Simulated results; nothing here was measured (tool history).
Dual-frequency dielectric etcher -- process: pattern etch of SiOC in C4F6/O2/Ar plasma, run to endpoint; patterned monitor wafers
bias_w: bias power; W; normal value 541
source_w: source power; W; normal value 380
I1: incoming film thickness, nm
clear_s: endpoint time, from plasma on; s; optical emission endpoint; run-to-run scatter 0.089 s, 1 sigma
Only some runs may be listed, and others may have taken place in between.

Run 1, hour 0.0: usual settings but source_w 360 W; I1 37.49. Result: clear_s 13.4 s.
Run 2, hour 8.6: usual settings but bias_w 471 W, source_w 460 W; I1 37.55. Result: clear_s 13.1 s.
Run 3, hour 25.9: usual settings but bias_w 471 W, source_w 460 W; I1 37.77. Result: clear_s 13.2 s.
Run 4, hour 33.1: usual settings; I1 37.54. Result: clear_s 13.1 s.
Run 5, hour 42.0: usual settings; I1 37.69. Result: clear_s 13.1 s.
Run 6, hour 55.4: usual settings; I1 37.81. Result: clear_s 13.2 s.
Run 7, hour 64.8: usual settings; I1 37.97. Result: clear_s 13.4 s.
Run 8, hour 83.8: usual settings but bias_w 462 W, source_w 430 W; I1 37.46. Result: clear_s 13.5 s.
Run 9, hour 95.4: usual settings but bias_w 573 W; I1 37.78. Result: clear_s 13.1 s.
At hour 112.6: bias power generator calibrated.
Run 10, hour 113.1: usual settings; I1 37.59. Result: clear_s 13.3 s.
At hour 120.5: source power generator calibrated.
Run 11, hour 127.2: usual settings but bias_w 646 W; I1 37.76. Result: clear_s 12.6 s.
Run 12, hour 139.5: usual settings but bias_w 646 W; I1 37.58. Result: clear_s 12.3 s.
At hour 164.1: wet clean of the chamber.
At hour 171.2: upper electrode replaced.
Run 13, hour 171.7: usual settings but bias_w 495 W; I1 38.37. Result: clear_s 13.4 s.
Run 14, hour 172.0: usual settings but bias_w 646 W; I1 37.72. Result: clear_s 11.9 s.
Run 15, hour 172.4: usual settings but bias_w 471 W, source_w 460 W; I1 37.85. Result: clear_s 12.7 s.
Run 16, hour 180.2: usual settings but bias_w 644 W; I1 37.64. Result: clear_s 11.9 s.
Run 17, hour 191.8: usual settings but bias_w 602 W, source_w 280 W; I1 37.51. Result: clear_s 13.5 s.
Run 18, hour 207.1: usual settings; I1 37.62. Result: clear_s 12.9 s.
Run 19, hour 224.6: usual settings but bias_w 471 W, source_w 460 W; I1 37.50. Result: clear_s 12.6 s.
Run 20, hour 232.7: usual settings but bias_w 429 W, source_w 420 W; I1 37.65. Result: clear_s 13.7 s.
Run 21, hour 243.3: usual settings but bias_w 478 W, source_w 320 W; I1 37.84. Result: clear_s 14.5 s.
Run 22, hour 257.9: usual settings but bias_w 592 W, source_w 470 W; I1 37.53. Result: clear_s 11.4 s.
Run 23, hour 269.3: usual settings but bias_w 614 W, source_w 350 W; I1 37.74. Result: clear_s 12.5 s.
Run 24, hour 277.3: usual settings but bias_w 621 W; I1 37.93. Result: clear_s 12.2 s.
Run 25, hour 324.8: usual settings but source_w 420 W; I1 37.63. Result: clear_s 12.4 s.
Run 26, hour 335.9: usual settings but bias_w 633 W, source_w 330 W; I1 37.53. Result: clear_s 12.7 s.
Run 27, hour 343.4: usual settings but source_w 360 W; I1 37.59. Result: clear_s 13.2 s.

Here are 3 independent what-if runs from the current tool condition. What would each one return?
Run A, hour 343.8: usual settings; I1 37.95. Result: clear_s ?.
Run B, hour 343.8: usual settings but bias_w 484 W, source_w 450 W; I1 37.95. Result: clear_s ?.
Run C, hour 343.8: usual settings but bias_w 576 W; I1 37.95. Result: clear_s ?.

run  clear_s
  A     12.9
  B     12.8
  C     12.6
The same runs, with their run-to-run variation unchanged, on a tool lacking any hidden condition would have given:
run  clear_s
  A     12.6
  B     12.5
  C     12.3
